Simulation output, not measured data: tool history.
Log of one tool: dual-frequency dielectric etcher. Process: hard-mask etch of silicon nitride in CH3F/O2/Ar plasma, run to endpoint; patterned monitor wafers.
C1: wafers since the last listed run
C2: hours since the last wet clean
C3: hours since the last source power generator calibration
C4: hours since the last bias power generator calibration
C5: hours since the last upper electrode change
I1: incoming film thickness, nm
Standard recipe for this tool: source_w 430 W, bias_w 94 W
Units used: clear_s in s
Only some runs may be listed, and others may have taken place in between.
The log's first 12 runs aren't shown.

{"run": 13, "day": 34.783, "source_w": 510, "bias_w": 83, "C1": 1633, "C2": 394.9, "C3": 889.5, "C4": 2918.6, "C5": 172.2, "I1": 30.74, "clear_s": 40.3}
{"run": 14, "day": 37.238, "source_w": 380, "bias_w": 73, "C1": 921, "C2": 453.8, "C3": 948.4, "C4": 2977.5, "C5": 231.1, "I1": 30.69, "clear_s": 46.8}
{"run": 15, "day": 39.738, "source_w": 430, "bias_w": 94, "C1": 938, "C2": 513.8, "C3": 1008.4, "C4": 3037.5, "C5": 291.1, "I1": 30.51, "clear_s": 41}
{"day": 45.038, "done": "wet clean of the chamber"}
{"run": 16, "day": 45.058, "source_w": 530, "bias_w": 72, "C1": 1622, "C2": 0.5, "C3": 1136.1, "C4": 3165.2, "C5": 418.8, "I1": 30.97, "clear_s": 41.7}
{"run": 17, "day": 47.867, "source_w": 430, "bias_w": 94, "C1": 1054, "C2": 67.9, "C3": 1203.5, "C4": 3232.6, "C5": 486.2, "I1": 30.77, "clear_s": 40.8}
{"run": 18, "day": 52.362, "source_w": 480, "bias_w": 111, "C1": 1688, "C2": 175.8, "C3": 1311.4, "C4": 3340.5, "C5": 594.1, "I1": 30.62, "clear_s": 37.3}
{"run": 19, "day": 54.054, "source_w": 490, "bias_w": 84, "C1": 635, "C2": 216.4, "C3": 1352, "C4": 3381.1, "C5": 634.7, "I1": 30.61, "clear_s": 40.5}
{"run": 20, "day": 58.25, "source_w": 390, "bias_w": 84, "C1": 1575, "C2": 317.1, "C3": 1452.7, "C4": 3481.8, "C5": 735.4, "I1": 30.48, "clear_s": 43.6}
{"run": 21, "day": 62.633, "source_w": 430, "bias_w": 94, "C1": 1645, "C2": 422.3, "C3": 1557.9, "C4": 3587, "C5": 840.6, "I1": 30.82, "clear_s": 41.5}
{"day": 63.821, "done": "source power generator calibrated"}
{"run": 22, "day": 65.154, "source_w": 380, "bias_w": 109, "C1": 883, "C2": 482.8, "C3": 32, "C4": 3647.5, "C5": 901.1, "I1": 30.58, "clear_s": 41}
{"run": 23, "day": 68.762, "source_w": 430, "bias_w": 94, "C1": 1354, "C2": 569.4, "C3": 118.6, "C4": 3734.1, "C5": 987.7, "I1": 30.64, "clear_s": 41.3}
{"run": 24, "day": 70.983, "source_w": 430, "bias_w": 82, "C1": 833, "C2": 622.7, "C3": 171.9, "C4": 3787.4, "C5": 1041, "I1": 30.69, "clear_s": 43.6}
{"day": 71.758, "done": "bias power generator calibrated"}
{"day": 72.896, "done": "wet clean of the chamber"}
{"run": 25, "day": 73.708, "source_w": 430, "bias_w": 86, "C1": 585, "C2": 19.5, "C3": 237.3, "C4": 46.8, "C5": 1106.4, "I1": 31.07, "clear_s": 42.3}
{"run": 26, "day": 77.85, "source_w": 430, "bias_w": 104, "C1": 1555, "C2": 118.9, "C3": 336.7, "C4": 146.2, "C5": 1205.8, "I1": 30.83, "clear_s": 39.3}
{"run": 27, "day": 91.342, "source_w": 330, "bias_w": 77, "C1": 5065, "C2": 442.7, "C3": 660.5, "C4": 470, "C5": 1529.6, "I1": 30.71, "clear_s": 47.8}
{"run": 28, "day": 95.271, "source_w": 510, "bias_w": 104, "C1": 1475, "C2": 537, "C3": 754.8, "C4": 564.3, "C5": 1623.9, "I1": 30.8, "clear_s": 37.7}
{"day": 100.354, "done": "wet clean of the chamber"}
{"run": 29, "day": 100.375, "source_w": 430, "bias_w": 94, "C1": 1540, "C2": 0.5, "C3": 877.3, "C4": 686.8, "C5": 1746.4, "I1": 30.65, "clear_s": 40.6}
{"run": 30, "day": 100.975, "source_w": 380, "bias_w": 72, "C1": 225, "C2": 14.9, "C3": 891.7, "C4": 701.2, "C5": 1760.8, "I1": 30.52, "clear_s": 46.3}
{"run": 31, "day": 102.871, "source_w": 400, "bias_w": 102, "C1": 711, "C2": 60.4, "C3": 937.2, "C4": 746.7, "C5": 1806.3, "I1": 30.76, "clear_s": 40.7}
{"run": 32, "day": 113.667, "source_w": 430, "bias_w": 101, "C1": 4053, "C2": 319.5, "C3": 1196.3, "C4": 1005.8, "C5": 2065.4, "I1": 30.75, "clear_s": 40.5}
{"run": 33, "day": 117.333, "source_w": 430, "bias_w": 105, "C1": 1376, "C2": 407.5, "C3": 1284.3, "C4": 1093.8, "C5": 2153.4, "I1": 30.44, "clear_s": 39.4}
{"run": 34, "day": 120.517, "source_w": 360, "bias_w": 106, "C1": 1195, "C2": 483.9, "C3": 1360.7, "C4": 1170.2, "C5": 2229.8, "I1": 30.69, "clear_s": 42.4}

Each row is a separate what-if for the run after 34, all from the same tool condition, not one after another. Results?
{"run": "A", "day": 120.533, "source_w": 430, "bias_w": 118, "C1": 6, "C2": 484.3, "C3": 1361.1, "C4": 1170.6, "C5": 2230.2, "I1": 30.73, "clear_s": "?"}
{"run": "B", "day": 120.533, "source_w": 510, "bias_w": 87, "C1": 6, "C2": 484.3, "C3": 1361.1, "C4": 1170.6, "C5": 2230.2, "I1": 30.73, "clear_s": "?"}
{"run": "C", "day": 120.533, "source_w": 400, "bias_w": 94, "C1": 6, "C2": 484.3, "C3": 1361.1, "C4": 1170.6, "C5": 2230.2, "I1": 30.73, "clear_s": "?"}
{"run": "D", "day": 120.533, "source_w": 350, "bias_w": 115, "C1": 6, "C2": 484.3, "C3": 1361.1, "C4": 1170.6, "C5": 2230.2, "I1": 30.73, "clear_s": "?"}
{"run": "E", "day": 120.533, "source_w": 500, "bias_w": 80, "C1": 6, "C2": 484.3, "C3": 1361.1, "C4": 1170.6, "C5": 2230.2, "I1": 30.73, "clear_s": "?"}

run=A clear_s=38.2
run=B clear_s=39.9
run=C clear_s=42.3
run=D clear_s=41.4
run=E clear_s=41.3
Without the tool's unlogged condition, the same runs would have read:
run=A clear_s=37.6
run=B clear_s=39.2
run=C clear_s=41.6
run=D clear_s=40.6
run=E clear_s=40.5

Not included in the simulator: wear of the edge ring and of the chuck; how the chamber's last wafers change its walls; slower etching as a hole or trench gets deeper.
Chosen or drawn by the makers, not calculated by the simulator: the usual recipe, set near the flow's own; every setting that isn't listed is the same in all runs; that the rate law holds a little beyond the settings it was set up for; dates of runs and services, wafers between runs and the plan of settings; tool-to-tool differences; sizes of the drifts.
